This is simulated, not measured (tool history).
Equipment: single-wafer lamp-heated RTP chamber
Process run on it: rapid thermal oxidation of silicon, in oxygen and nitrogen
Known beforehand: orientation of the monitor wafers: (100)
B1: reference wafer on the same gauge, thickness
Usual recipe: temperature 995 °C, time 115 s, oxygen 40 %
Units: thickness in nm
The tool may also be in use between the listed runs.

{"run": 1, "hour": 0.0, "temperature": 995, "time": 115, "oxygen": 40, "B1": 4.819, "thickness": 5.54}
{"hour": 42.2, "done": "pyrometer window cleaned and pyrometer calibrated"}
{"run": 2, "hour": 73.7, "temperature": 995, "time": 115, "oxygen": 40, "B1": 4.818, "thickness": 5.589}
{"run": 3, "hour": 169.9, "temperature": 995, "time": 115, "oxygen": 40, "B1": 4.822, "thickness": 5.561}
{"run": 4, "hour": 264.3, "temperature": 995, "time": 115, "oxygen": 40, "B1": 4.825, "thickness": 5.508}
{"hour": 281.8, "done": "pyrometer window cleaned and pyrometer calibrated"}
{"run": 5, "hour": 321.6, "temperature": 995, "time": 115, "oxygen": 40, "B1": 4.815, "thickness": 5.554}
{"run": 6, "hour": 392.4, "temperature": 995, "time": 115, "oxygen": 40, "B1": 4.826, "thickness": 5.545}
{"run": 7, "hour": 429.0, "temperature": 995, "time": 115, "oxygen": 40, "B1": 4.816, "thickness": 5.567}
{"run": 8, "hour": 513.9, "temperature": 1012, "time": 156, "oxygen": 63, "B1": 4.819, "thickness": 8.43}
{"hour": 529.4, "done": "pyrometer window cleaned and pyrometer calibrated"}
{"hour": 563.4, "done": "gauge calibrated"}
{"run": 9, "hour": 597.6, "temperature": 965, "time": 69, "oxygen": 57, "B1": 4.818, "thickness": 4.073}
{"run": 10, "hour": 657.8, "temperature": 983, "time": 77, "oxygen": 40, "B1": 4.824, "thickness": 4.309}
{"run": 11, "hour": 728.9, "temperature": 995, "time": 115, "oxygen": 40, "B1": 4.821, "thickness": 5.564}
{"hour": 795.4, "done": "pyrometer window cleaned and pyrometer calibrated"}
{"hour": 828.9, "done": "oxygen flow controller replaced"}
{"hour": 1033.8, "done": "pyrometer window cleaned and pyrometer calibrated"}
{"run": 12, "hour": 1037.4, "temperature": 984, "time": 146, "oxygen": 40, "B1": 4.822, "thickness": 5.679}
{"run": 13, "hour": 1084.2, "temperature": 972, "time": 162, "oxygen": 40, "B1": 4.827, "thickness": 5.424}
{"run": 14, "hour": 1139.5, "temperature": 995, "time": 115, "oxygen": 20, "B1": 4.82, "thickness": 4.455}
{"run": 15, "hour": 1239.8, "temperature": 973, "time": 58, "oxygen": 17, "B1": 4.818, "thickness": 2.947}

Each row is a separate what-if for the run after 15, all from the same tool condition, not one after another. Results?
{"run": "A", "hour": 1240.3, "temperature": 995, "time": 115, "oxygen": 40, "B1": "?", "thickness": "?"}
{"run": "B", "hour": 1240.3, "temperature": 995, "time": 115, "oxygen": 27, "B1": "?", "thickness": "?"}
{"run": "C", "hour": 1240.3, "temperature": 972, "time": 161, "oxygen": 23, "B1": "?", "thickness": "?"}

run=A B1=4.818 thickness=5.591
run=B B1=4.818 thickness=4.906
run=C B1=4.818 thickness=4.584
With no hidden state in the tool, these same runs would have given:
run=A thickness=5.591
run=B thickness=4.906
run=C thickness=4.584
